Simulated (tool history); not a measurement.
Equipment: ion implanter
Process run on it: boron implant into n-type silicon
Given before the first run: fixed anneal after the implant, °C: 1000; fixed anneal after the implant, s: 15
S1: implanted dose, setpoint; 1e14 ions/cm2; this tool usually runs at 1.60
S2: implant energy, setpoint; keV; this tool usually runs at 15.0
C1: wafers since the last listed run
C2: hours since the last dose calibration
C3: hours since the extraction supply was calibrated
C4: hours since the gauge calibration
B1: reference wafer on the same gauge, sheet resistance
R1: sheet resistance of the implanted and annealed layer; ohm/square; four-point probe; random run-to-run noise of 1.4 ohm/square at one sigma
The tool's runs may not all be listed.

run,hour,S1,S2,C1,C2,C3,C4,B1,R1
1,0.0,1.60,15.0,0,1706.2,2551.7,34.7,489.00,549.77
2,13.5,1.60,15.0,229,1719.7,2565.2,48.2,488.96,549.34
3,28.5,1.34,15.0,255,1734.7,2580.2,63.2,489.18,635.19
4,36.2,1.34,15.0,131,1742.4,2587.9,70.9,489.27,633.03
5,48.5,1.60,13.0,209,1754.7,2600.2,83.2,489.12,559.50
6,58.8,1.60,13.0,175,1765.0,2610.5,93.5,488.93,559.45
7,82.3,1.60,13.0,400,1788.5,2634.0,117.0,488.94,559.71
8,99.0,1.48,11.0,284,1805.2,2650.7,133.7,489.08,608.61
9,116.5,1.48,11.0,297,1822.7,2668.2,151.2,489.10,607.21
10,126.3,1.48,11.0,166,1832.5,2678.0,161.0,488.99,605.23
11,136.8,1.60,15.0,178,1843.0,2688.5,171.5,489.03,548.45
12,148.1,1.60,15.0,192,1854.3,2699.8,182.8,489.03,550.87
13,154.4,1.60,15.0,107,1860.6,2706.1,189.1,488.79,549.83
# hour 173.5: extraction supply calibrated
14,174.0,1.42,15.0,197,1880.2,0.5,208.7,489.12,604.68
15,180.5,1.42,15.0,110,1886.7,7.0,215.2,488.84,602.78
16,186.9,1.60,15.0,108,1893.1,13.4,221.6,488.88,550.56
# hour 199.8: Faraday cup replaced and dose calibrated
17,200.3,1.84,11.0,91,0.5,26.8,235.0,489.12,512.62
18,207.0,1.82,13.0,114,7.2,33.5,241.7,488.85,503.09
19,223.3,1.60,20.0,277,23.5,49.8,258.0,489.21,527.28
20,240.0,1.60,11.5,284,40.2,66.5,274.7,488.75,569.04
21,255.0,2.01,15.0,255,55.2,81.5,289.7,488.76,459.19
22,264.0,1.60,15.0,153,64.2,90.5,298.7,488.84,548.77
# hour 273.1: gauge calibrated
23,275.7,1.82,20.0,199,75.9,102.2,2.6,488.91,476.31
24,302.3,1.78,15.0,452,102.5,128.8,29.2,489.25,505.31
25,309.6,1.14,13.0,124,109.8,136.1,36.5,488.94,731.47
26,326.3,1.60,15.0,284,126.5,152.8,53.2,489.02,549.62
27,334.8,1.60,15.0,144,135.0,161.3,61.7,488.84,546.89
28,345.2,1.19,13.0,177,145.4,171.7,72.1,489.13,707.14
29,356.5,1.36,15.0,192,156.7,183.0,83.4,488.99,622.87
30,373.2,1.98,15.0,284,173.4,199.7,100.1,489.25,462.82
31,383.9,1.37,12.0,182,184.1,210.4,110.8,489.04,639.97
32,401.5,1.30,17.0,299,201.7,228.0,128.4,489.01,631.67
33,411.9,1.85,18.0,177,212.1,238.4,138.8,489.17,477.24
34,426.7,1.60,15.0,251,226.9,253.2,153.6,489.13,548.62
35,440.3,1.60,17.5,231,240.5,266.8,167.2,489.20,538.67
36,457.0,1.23,15.0,284,257.2,283.5,183.9,488.86,673.17
37,466.6,2.03,16.5,163,266.8,293.1,193.5,488.92,447.77

State the hidden condition of the tool at each of the runs:
deviation of the true dose from the Faraday cup's reading, %: 0 in every run
deviation of the true energy from its setpoint, %: 0 in every run
gauge reads high (%): 0 in every run
